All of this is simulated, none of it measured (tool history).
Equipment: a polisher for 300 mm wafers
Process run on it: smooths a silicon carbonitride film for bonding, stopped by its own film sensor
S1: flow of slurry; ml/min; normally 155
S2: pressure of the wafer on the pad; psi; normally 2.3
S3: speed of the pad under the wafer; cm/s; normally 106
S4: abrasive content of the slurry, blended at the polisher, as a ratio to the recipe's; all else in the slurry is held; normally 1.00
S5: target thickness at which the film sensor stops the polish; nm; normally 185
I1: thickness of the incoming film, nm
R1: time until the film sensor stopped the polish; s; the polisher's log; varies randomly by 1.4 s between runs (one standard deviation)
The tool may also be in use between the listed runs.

{"run": 1, "day": 0.0, "S1": 155, "S2": 2.7, "S3": 106, "S4": 1.0, "S5": 185, "I1": 210.7, "R1": 90.5}
{"run": 2, "day": 2.354, "S1": 155, "S2": 2.7, "S3": 106, "S4": 1.0, "S5": 185, "I1": 210.8, "R1": 92.7}
{"run": 3, "day": 4.167, "S1": 155, "S2": 2.3, "S3": 106, "S4": 1.0, "S5": 185, "I1": 214.8, "R1": 128.0}
{"day": 4.358, "done": "head pressure recalibrated"}
{"run": 4, "day": 6.788, "S1": 155, "S2": 2.3, "S3": 106, "S4": 1.0, "S5": 185, "I1": 209.9, "R1": 113.3}
{"day": 7.35, "done": "worn pad replaced by a new one"}
{"day": 10.171, "done": "slurry blender recalibrated"}
{"day": 16.892, "done": "slurry nozzle cleaned"}
{"run": 5, "day": 19.221, "S1": 155, "S2": 2.3, "S3": 106, "S4": 1.0, "S5": 185, "I1": 209.8, "R1": 97.4}
{"run": 6, "day": 21.842, "S1": 155, "S2": 2.9, "S3": 124, "S4": 1.0, "S5": 185, "I1": 206.8, "R1": 61.8}
{"run": 7, "day": 25.65, "S1": 155, "S2": 2.9, "S3": 124, "S4": 1.0, "S5": 185, "I1": 207.1, "R1": 67.3}
{"run": 8, "day": 29.308, "S1": 155, "S2": 2.9, "S3": 124, "S4": 1.0, "S5": 185, "I1": 207.3, "R1": 68.1}
{"day": 30.675, "done": "slurry blender recalibrated"}
{"day": 31.0, "done": "worn pad replaced by a new one"}
{"run": 9, "day": 31.021, "S1": 155, "S2": 2.3, "S3": 106, "S4": 1.0, "S5": 185, "I1": 209.6, "R1": 94.5}
{"run": 10, "day": 33.417, "S1": 155, "S2": 2.3, "S3": 106, "S4": 1.0, "S5": 185, "I1": 213.6, "R1": 112.5}
{"run": 11, "day": 36.446, "S1": 175, "S2": 2.3, "S3": 106, "S4": 1.0, "S5": 185, "I1": 209.2, "R1": 93.0}
{"run": 12, "day": 40.283, "S1": 155, "S2": 2.3, "S3": 106, "S4": 1.0, "S5": 185, "I1": 207.7, "R1": 91.7}
{"day": 42.129, "done": "slurry nozzle cleaned"}
{"run": 13, "day": 42.617, "S1": 155, "S2": 2.3, "S3": 106, "S4": 1.0, "S5": 185, "I1": 209.6, "R1": 99.4}
{"run": 14, "day": 46.479, "S1": 155, "S2": 2.3, "S3": 122, "S4": 1.0, "S5": 185, "I1": 212.7, "R1": 101.1}
{"day": 48.642, "done": "head pressure recalibrated"}
{"run": 15, "day": 50.062, "S1": 170, "S2": 2.8, "S3": 106, "S4": 0.75, "S5": 185, "I1": 205.9, "R1": 82.0}
{"run": 16, "day": 51.721, "S1": 155, "S2": 2.3, "S3": 90, "S4": 1.0, "S5": 177, "I1": 214.3, "R1": 184.6}
{"day": 55.004, "done": "slurry blender recalibrated"}
{"day": 55.062, "done": "worn pad replaced by a new one"}
{"run": 17, "day": 55.546, "S1": 155, "S2": 2.3, "S3": 106, "S4": 1.0, "S5": 185, "I1": 206.9, "R1": 82.4}
{"run": 18, "day": 59.35, "S1": 125, "S2": 2.1, "S3": 106, "S4": 1.1, "S5": 191, "I1": 211.3, "R1": 84.2}
{"day": 64.629, "done": "slurry nozzle cleaned"}
{"run": 19, "day": 65.971, "S1": 155, "S2": 2.3, "S3": 130, "S4": 1.0, "S5": 189, "I1": 208.7, "R1": 66.0}
{"run": 20, "day": 67.692, "S1": 155, "S2": 2.3, "S3": 106, "S4": 1.0, "S5": 185, "I1": 212.4, "R1": 108.5}
{"run": 21, "day": 69.842, "S1": 105, "S2": 2.3, "S3": 126, "S4": 1.0, "S5": 185, "I1": 208.3, "R1": 86.4}
{"run": 22, "day": 73.8, "S1": 155, "S2": 2.3, "S3": 106, "S4": 1.0, "S5": 185, "I1": 209.3, "R1": 99.9}
{"run": 23, "day": 77.892, "S1": 155, "S2": 2.3, "S3": 106, "S4": 1.0, "S5": 185, "I1": 210.8, "R1": 115.8}
{"day": 78.554, "done": "worn pad replaced by a new one"}
{"run": 24, "day": 80.842, "S1": 130, "S2": 1.6, "S3": 132, "S4": 1.2, "S5": 185, "I1": 211.2, "R1": 116.7}
{"day": 81.5, "done": "slurry blender recalibrated"}
{"run": 25, "day": 82.575, "S1": 155, "S2": 2.3, "S3": 106, "S4": 1.15, "S5": 185, "I1": 212.1, "R1": 97.9}
{"run": 26, "day": 85.188, "S1": 170, "S2": 2.3, "S3": 96, "S4": 0.75, "S5": 185, "I1": 212.1, "R1": 129.5}
{"day": 87.633, "done": "slurry nozzle cleaned"}
{"run": 27, "day": 89.154, "S1": 170, "S2": 1.9, "S3": 106, "S4": 1.0, "S5": 185, "I1": 208.6, "R1": 108.5}
{"run": 28, "day": 91.417, "S1": 120, "S2": 1.9, "S3": 106, "S4": 1.0, "S5": 185, "I1": 211.6, "R1": 134.4}
{"day": 94.792, "done": "head pressure recalibrated"}
{"run": 29, "day": 95.35, "S1": 115, "S2": 2.3, "S3": 124, "S4": 1.2, "S5": 179, "I1": 211.9, "R1": 113.8}

Measured result minus the same run's result without the hidden state. Both carry the same run-to-run variation, though not necessarily the same gauge scatter:
What the log doesn't record here: removal rate lost through wear of the pad, %; slurry flow missing at the pad, %; deviation of the head's pressure from its setpoint, %; abrasive missing from the slurry, %.
run=1 R1=+6.4
run=2 R1=+8.3
run=3 R1=+13.6
run=4 R1=+15.0
run=5 R1=+4.4
run=6 R1=+3.8
run=7 R1=+6.0
run=8 R1=+8.3
run=9 R1=+1.0
run=10 R1=+1.3
run=11 R1=+1.6
run=12 R1=+2.7
run=13 R1=+4.1
run=14 R1=+6.5
run=15 R1=+7.5
run=16 R1=+19.7
run=17 R1=+0.0
run=18 R1=+0.4
run=19 R1=+1.8
run=20 R1=+4.0
run=21 R1=+4.3
run=22 R1=+7.9
run=23 R1=+13.7
run=24 R1=+0.2
run=25 R1=+0.4
run=26 R1=+1.3
run=27 R1=+2.8
run=28 R1=+5.0
run=29 R1=+7.2

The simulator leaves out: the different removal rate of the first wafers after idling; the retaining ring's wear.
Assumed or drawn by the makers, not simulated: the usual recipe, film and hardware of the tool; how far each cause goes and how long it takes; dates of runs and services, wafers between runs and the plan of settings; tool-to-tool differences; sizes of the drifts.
